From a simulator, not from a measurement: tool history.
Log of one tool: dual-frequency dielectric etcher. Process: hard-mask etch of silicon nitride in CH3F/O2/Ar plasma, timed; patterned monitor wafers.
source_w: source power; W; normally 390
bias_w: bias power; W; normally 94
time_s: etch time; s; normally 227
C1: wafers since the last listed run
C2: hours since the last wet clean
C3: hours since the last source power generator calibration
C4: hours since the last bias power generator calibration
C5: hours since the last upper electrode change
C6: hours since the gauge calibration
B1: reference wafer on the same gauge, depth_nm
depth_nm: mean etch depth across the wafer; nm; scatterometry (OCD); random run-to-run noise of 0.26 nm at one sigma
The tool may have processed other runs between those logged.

{"run": 1, "hour": 0.0, "source_w": 330, "bias_w": 94, "time_s": 227, "C1": 0, "C2": 428, "C3": 3321.7, "C4": 2998.5, "C5": 3139, "C6": 216, "B1": 161.2, "depth_nm": 169.1}
{"run": 2, "hour": 29.2, "source_w": 330, "bias_w": 94, "time_s": 227, "C1": 220, "C2": 457.2, "C3": 3350.9, "C4": 3027.7, "C5": 3168.2, "C6": 245.2, "B1": 160.9, "depth_nm": 169}
{"run": 3, "hour": 59.7, "source_w": 390, "bias_w": 94, "time_s": 227, "C1": 230, "C2": 487.7, "C3": 3381.4, "C4": 3058.2, "C5": 3198.7, "C6": 275.7, "B1": 160.9, "depth_nm": 178.6}
{"run": 4, "hour": 81.5, "source_w": 390, "bias_w": 94, "time_s": 227, "C1": 164, "C2": 509.5, "C3": 3403.2, "C4": 3080, "C5": 3220.5, "C6": 297.5, "B1": 161, "depth_nm": 178.1}
{"run": 5, "hour": 95.5, "source_w": 390, "bias_w": 94, "time_s": 227, "C1": 105, "C2": 523.5, "C3": 3417.2, "C4": 3094, "C5": 3234.5, "C6": 311.5, "B1": 161, "depth_nm": 178.6}
{"hour": 108.5, "done": "gauge calibrated"}
{"hour": 138.3, "done": "upper electrode replaced"}
{"run": 6, "hour": 147.8, "source_w": 390, "bias_w": 94, "time_s": 227, "C1": 213, "C2": 575.8, "C3": 3469.5, "C4": 3146.3, "C5": 9.5, "C6": 39.3, "B1": 160.9, "depth_nm": 178.4}
{"hour": 154.2, "done": "source power generator calibrated"}
{"hour": 154.7, "done": "bias power generator calibrated"}
{"run": 7, "hour": 163.8, "source_w": 410, "bias_w": 94, "time_s": 227, "C1": 86, "C2": 591.8, "C3": 9.6, "C4": 9.1, "C5": 25.5, "C6": 55.3, "B1": 161, "depth_nm": 181.3}
{"run": 8, "hour": 180.4, "source_w": 450, "bias_w": 100, "time_s": 227, "C1": 125, "C2": 608.4, "C3": 26.2, "C4": 25.7, "C5": 42.1, "C6": 71.9, "B1": 160.9, "depth_nm": 191}
{"hour": 206.4, "done": "wet clean of the chamber"}
{"run": 9, "hour": 206.9, "source_w": 390, "bias_w": 94, "time_s": 286, "C1": 18, "C2": 0.5, "C3": 52.7, "C4": 52.2, "C5": 68.6, "C6": 98.4, "B1": 160.9, "depth_nm": 223.2}
{"run": 10, "hour": 224.9, "source_w": 410, "bias_w": 94, "time_s": 227, "C1": 135, "C2": 18.5, "C3": 70.7, "C4": 70.2, "C5": 86.6, "C6": 116.4, "B1": 161, "depth_nm": 180}
{"run": 11, "hour": 250.9, "source_w": 310, "bias_w": 94, "time_s": 274.5, "C1": 196, "C2": 44.5, "C3": 96.7, "C4": 96.2, "C5": 112.6, "C6": 142.4, "B1": 161, "depth_nm": 199.6}
{"run": 12, "hour": 286.2, "source_w": 360, "bias_w": 94, "time_s": 181.5, "C1": 266, "C2": 79.8, "C3": 132, "C4": 131.5, "C5": 147.9, "C6": 177.7, "B1": 161, "depth_nm": 138.2}
{"run": 13, "hour": 307.5, "source_w": 390, "bias_w": 94, "time_s": 227, "C1": 160, "C2": 101.1, "C3": 153.3, "C4": 152.8, "C5": 169.2, "C6": 199, "B1": 161, "depth_nm": 177.6}
{"run": 14, "hour": 342.1, "source_w": 420, "bias_w": 80, "time_s": 166.5, "C1": 261, "C2": 135.7, "C3": 187.9, "C4": 187.4, "C5": 203.8, "C6": 233.6, "B1": 160.8, "depth_nm": 126.7}

Hidden state at the last listed run before each entry between runs and at the first one after, where it differs:
Runs 5 to 6: gauge calibrated (hour 108.5); upper electrode replaced (hour 138.3)
  etch rate over this chamber's usual, %: 1.22 -> 1.38
  the result without the hidden state subtracted from the measured one, depth_nm: +2.2 -> +2.4 nm
Runs 6 to 7: source power generator calibrated (hour 154.2); bias power generator calibrated (hour 154.7)
  etch rate over this chamber's usual, %: 1.38 -> 1.42
  the result without the hidden state subtracted from the measured one, depth_nm: +2.4 -> +2.6 nm
Runs 8 to 9: wet clean of the chamber (hour 206.4)
  etch rate over this chamber's usual, %: 1.47 -> 0.319
  the result without the hidden state subtracted from the measured one, depth_nm: +2.7 -> +0.7 nm
